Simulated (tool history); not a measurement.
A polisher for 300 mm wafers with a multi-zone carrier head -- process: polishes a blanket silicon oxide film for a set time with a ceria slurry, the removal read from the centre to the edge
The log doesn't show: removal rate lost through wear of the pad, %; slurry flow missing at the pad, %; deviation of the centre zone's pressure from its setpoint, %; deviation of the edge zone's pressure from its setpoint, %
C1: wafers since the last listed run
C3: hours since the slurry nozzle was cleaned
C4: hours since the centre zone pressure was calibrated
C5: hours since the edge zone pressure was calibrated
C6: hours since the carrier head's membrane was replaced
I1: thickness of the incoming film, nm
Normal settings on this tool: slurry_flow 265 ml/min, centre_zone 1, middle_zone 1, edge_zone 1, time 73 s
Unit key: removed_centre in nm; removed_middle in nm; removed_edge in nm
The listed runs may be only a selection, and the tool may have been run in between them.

{"run": 1, "day": 0.0, "slurry_flow": 265, "centre_zone": 0.93, "middle_zone": 1.05, "edge_zone": 1.03, "time": 52, "C1": 0, "wafers polished on this pad": 2576, "C3": 102.2, "C4": 606.1, "C5": 0.5, "C6": 249.4, "I1": 1648.9, "removed_centre": 280.5, "removed_middle": 304.7, "removed_edge": 297.8}
{"day": 0.408, "done": "worn pad replaced by a new one"}
{"run": 2, "day": 1.229, "slurry_flow": 290, "centre_zone": 1, "middle_zone": 1, "edge_zone": 1, "time": 73, "C1": 164, "wafers polished on this pad": 127, "C3": 131.7, "C4": 635.6, "C5": 30, "C6": 278.9, "I1": 1644.1, "removed_centre": 462.2, "removed_middle": 452.7, "removed_edge": 449.4}
{"run": 3, "day": 3.992, "slurry_flow": 265, "centre_zone": 0.96, "middle_zone": 0.9, "edge_zone": 1, "time": 66, "C1": 426, "wafers polished on this pad": 553, "C3": 198, "C4": 701.9, "C5": 96.3, "C6": 345.2, "I1": 1634.9, "removed_centre": 390.9, "removed_middle": 364.2, "removed_edge": 401}
{"run": 4, "day": 5.158, "slurry_flow": 265, "centre_zone": 1, "middle_zone": 1, "edge_zone": 1, "time": 73, "C1": 180, "wafers polished on this pad": 734, "C3": 226, "C4": 729.9, "C5": 124.3, "C6": 373.2, "I1": 1614.2, "removed_centre": 445.4, "removed_middle": 434.2, "removed_edge": 433.2}
{"run": 5, "day": 6.158, "slurry_flow": 230, "centre_zone": 0.96, "middle_zone": 0.91, "edge_zone": 1, "time": 55, "C1": 154, "wafers polished on this pad": 888, "C3": 250, "C4": 753.9, "C5": 148.3, "C6": 397.2, "I1": 1626.5, "removed_centre": 313.9, "removed_middle": 303.7, "removed_edge": 320.3}
{"run": 6, "day": 7.646, "slurry_flow": 230, "centre_zone": 0.96, "middle_zone": 0.91, "edge_zone": 1, "time": 55, "C1": 229, "wafers polished on this pad": 1118, "C3": 285.7, "C4": 789.6, "C5": 184, "C6": 432.9, "I1": 1664.3, "removed_centre": 314.1, "removed_middle": 300.7, "removed_edge": 316.4}
{"run": 7, "day": 9.017, "slurry_flow": 265, "centre_zone": 0.94, "middle_zone": 1, "edge_zone": 1, "time": 57, "C1": 211, "wafers polished on this pad": 1330, "C3": 318.6, "C4": 822.5, "C5": 216.9, "C6": 465.8, "I1": 1652.2, "removed_centre": 323.2, "removed_middle": 329.5, "removed_edge": 333.6}
{"run": 8, "day": 10.129, "slurry_flow": 265, "centre_zone": 0.95, "middle_zone": 1, "edge_zone": 1, "time": 84, "C1": 171, "wafers polished on this pad": 1501, "C3": 345.3, "C4": 849.2, "C5": 243.6, "C6": 492.5, "I1": 1660.9, "removed_centre": 483.8, "removed_middle": 480.5, "removed_edge": 479.5}
{"run": 9, "day": 11.642, "slurry_flow": 265, "centre_zone": 1, "middle_zone": 0.93, "edge_zone": 1, "time": 93, "C1": 233, "wafers polished on this pad": 1735, "C3": 381.6, "C4": 885.5, "C5": 279.9, "C6": 528.8, "I1": 1653.6, "removed_centre": 568.3, "removed_middle": 506.6, "removed_edge": 531.8}
{"run": 10, "day": 14.546, "slurry_flow": 265, "centre_zone": 1, "middle_zone": 1, "edge_zone": 1, "time": 48, "C1": 448, "wafers polished on this pad": 2184, "C3": 451.3, "C4": 955.2, "C5": 349.6, "C6": 598.5, "I1": 1667.9, "removed_centre": 286.7, "removed_middle": 270.1, "removed_edge": 272.6}
{"run": 11, "day": 17.192, "slurry_flow": 350, "centre_zone": 1, "middle_zone": 1.11, "edge_zone": 1.06, "time": 51, "C1": 408, "wafers polished on this pad": 2592, "C3": 514.8, "C4": 1018.7, "C5": 413.1, "C6": 662, "I1": 1674.1, "removed_centre": 319.1, "removed_middle": 315.1, "removed_edge": 304.2}
{"day": 18.138, "done": "centre zone pressure recalibrated"}
{"run": 12, "day": 19.4, "slurry_flow": 320, "centre_zone": 1, "middle_zone": 1, "edge_zone": 0.95, "time": 84, "C1": 328, "wafers polished on this pad": 2921, "C3": 567.8, "C4": 30.3, "C5": 466.1, "C6": 715, "I1": 1655.6, "removed_centre": 487, "removed_middle": 483.2, "removed_edge": 472.6}
{"run": 13, "day": 21.246, "slurry_flow": 265, "centre_zone": 1.11, "middle_zone": 1, "edge_zone": 1, "time": 89, "C1": 285, "wafers polished on this pad": 3206, "C3": 612.1, "C4": 74.6, "C5": 510.4, "C6": 759.3, "I1": 1634.5, "removed_centre": 557.2, "removed_middle": 497.6, "removed_edge": 507.3}
{"day": 22.85, "done": "worn pad replaced by a new one"}
{"run": 14, "day": 22.871, "slurry_flow": 265, "centre_zone": 1, "middle_zone": 1.07, "edge_zone": 1, "time": 57, "C1": 225, "wafers polished on this pad": 3, "C3": 651.1, "C4": 113.6, "C5": 549.4, "C6": 798.3, "I1": 1619, "removed_centre": 352.8, "removed_middle": 369.6, "removed_edge": 358.2}
{"day": 23.083, "done": "carrier head's membrane replaced by a new one"}
{"run": 15, "day": 25.825, "slurry_flow": 265, "centre_zone": 1, "middle_zone": 1, "edge_zone": 1, "time": 73, "C1": 424, "wafers polished on this pad": 427, "C3": 722, "C4": 184.5, "C5": 620.3, "C6": 65.8, "I1": 1639.6, "removed_centre": 442.1, "removed_middle": 437.2, "removed_edge": 442.1}
{"day": 27.192, "done": "slurry nozzle cleaned"}
{"run": 16, "day": 28.421, "slurry_flow": 265, "centre_zone": 1, "middle_zone": 1, "edge_zone": 1, "time": 73, "C1": 394, "wafers polished on this pad": 822, "C3": 29.5, "C4": 246.8, "C5": 682.6, "C6": 128.1, "I1": 1653.7, "removed_centre": 442.7, "removed_middle": 428.9, "removed_edge": 432.5}
{"day": 28.529, "done": "edge zone pressure recalibrated"}
{"run": 17, "day": 29.504, "slurry_flow": 305, "centre_zone": 0.9, "middle_zone": 1, "edge_zone": 1, "time": 73, "C1": 154, "wafers polished on this pad": 976, "C3": 55.5, "C4": 272.8, "C5": 23.4, "C6": 154.1, "I1": 1616.5, "removed_centre": 388.5, "removed_middle": 431.5, "removed_edge": 438.3}
{"run": 18, "day": 32.038, "slurry_flow": 230, "centre_zone": 1.08, "middle_zone": 1.07, "edge_zone": 1, "time": 47, "C1": 391, "wafers polished on this pad": 1367, "C3": 116.3, "C4": 333.6, "C5": 84.2, "C6": 214.9, "I1": 1661.4, "removed_centre": 291.7, "removed_middle": 280, "removed_edge": 267.9}
{"run": 19, "day": 34.492, "slurry_flow": 265, "centre_zone": 1.12, "middle_zone": 1, "edge_zone": 1, "time": 64, "C1": 379, "wafers polished on this pad": 1746, "C3": 175.2, "C4": 392.5, "C5": 143.1, "C6": 273.8, "I1": 1646, "removed_centre": 419.9, "removed_middle": 367.8, "removed_edge": 371.1}
{"run": 20, "day": 37.254, "slurry_flow": 265, "centre_zone": 1.08, "middle_zone": 1, "edge_zone": 1, "time": 73, "C1": 426, "wafers polished on this pad": 2173, "C3": 241.5, "C4": 458.8, "C5": 209.4, "C6": 340.1, "I1": 1644.8, "removed_centre": 456, "removed_middle": 413.9, "removed_edge": 414.1}
{"day": 40.371, "done": "worn pad replaced by a new one"}
{"run": 21, "day": 43.312, "slurry_flow": 265, "centre_zone": 0.96, "middle_zone": 1.06, "edge_zone": 1, "time": 73, "C1": 910, "wafers polished on this pad": 454, "C3": 386.9, "C4": 604.2, "C5": 354.8, "C6": 485.5, "I1": 1622.9, "removed_centre": 438.2, "removed_middle": 456.9, "removed_edge": 439.6}

Predict each of these 5 candidate next runs independently; none follows another, all start after run 21:
{"run": "A", "day": 43.333, "slurry_flow": 265, "centre_zone": 1, "middle_zone": 1, "edge_zone": 0.88, "time": 73, "C1": 3, "wafers polished on this pad": 457, "C3": 387.4, "C4": 604.7, "C5": 355.3, "C6": 486, "I1": 1662.1, "removed_centre": "?", "removed_middle": "?", "removed_edge": "?"}
{"run": "B", "day": 43.333, "slurry_flow": 265, "centre_zone": 0.96, "middle_zone": 1, "edge_zone": 1, "time": 48, "C1": 3, "wafers polished on this pad": 457, "C3": 387.4, "C4": 604.7, "C5": 355.3, "C6": 486, "I1": 1662.1, "removed_centre": "?", "removed_middle": "?", "removed_edge": "?"}
{"run": "C", "day": 43.333, "slurry_flow": 265, "centre_zone": 1, "middle_zone": 1.04, "edge_zone": 0.97, "time": 73, "C1": 3, "wafers polished on this pad": 457, "C3": 387.4, "C4": 604.7, "C5": 355.3, "C6": 486, "I1": 1662.1, "removed_centre": "?", "removed_middle": "?", "removed_edge": "?"}
{"run": "D", "day": 43.333, "slurry_flow": 265, "centre_zone": 1, "middle_zone": 1, "edge_zone": 1, "time": 89, "C1": 3, "wafers polished on this pad": 457, "C3": 387.4, "C4": 604.7, "C5": 355.3, "C6": 486, "I1": 1662.1, "removed_centre": "?", "removed_middle": "?", "removed_edge": "?"}
{"run": "E", "day": 43.333, "slurry_flow": 265, "centre_zone": 0.92, "middle_zone": 1, "edge_zone": 1, "time": 73, "C1": 3, "wafers polished on this pad": 457, "C3": 387.4, "C4": 604.7, "C5": 355.3, "C6": 486, "I1": 1662.1, "removed_centre": "?", "removed_middle": "?", "removed_edge": "?"}

run=A removed_centre=450.9 removed_middle=442.4 removed_edge=419.1
run=B removed_centre=284.6 removed_middle=290.9 removed_edge=292.6
run=C removed_centre=451 removed_middle=452.7 removed_edge=438.4
run=D removed_centre=549.8 removed_middle=539.3 removed_edge=542.5
run=E removed_centre=414.7 removed_middle=442.6 removed_edge=445
Stripped of hidden state, with their random variation kept, the same runs would have yielded:
run=A removed_centre=454.8 removed_middle=461.5 removed_edge=437.1
run=B removed_centre=287 removed_middle=303.5 removed_edge=305.1
run=C removed_centre=454.9 removed_middle=472.3 removed_edge=457.2
run=D removed_centre=554.5 removed_middle=562.6 removed_edge=565.8
run=E removed_centre=418.2 removed_middle=461.6 removed_edge=464.1

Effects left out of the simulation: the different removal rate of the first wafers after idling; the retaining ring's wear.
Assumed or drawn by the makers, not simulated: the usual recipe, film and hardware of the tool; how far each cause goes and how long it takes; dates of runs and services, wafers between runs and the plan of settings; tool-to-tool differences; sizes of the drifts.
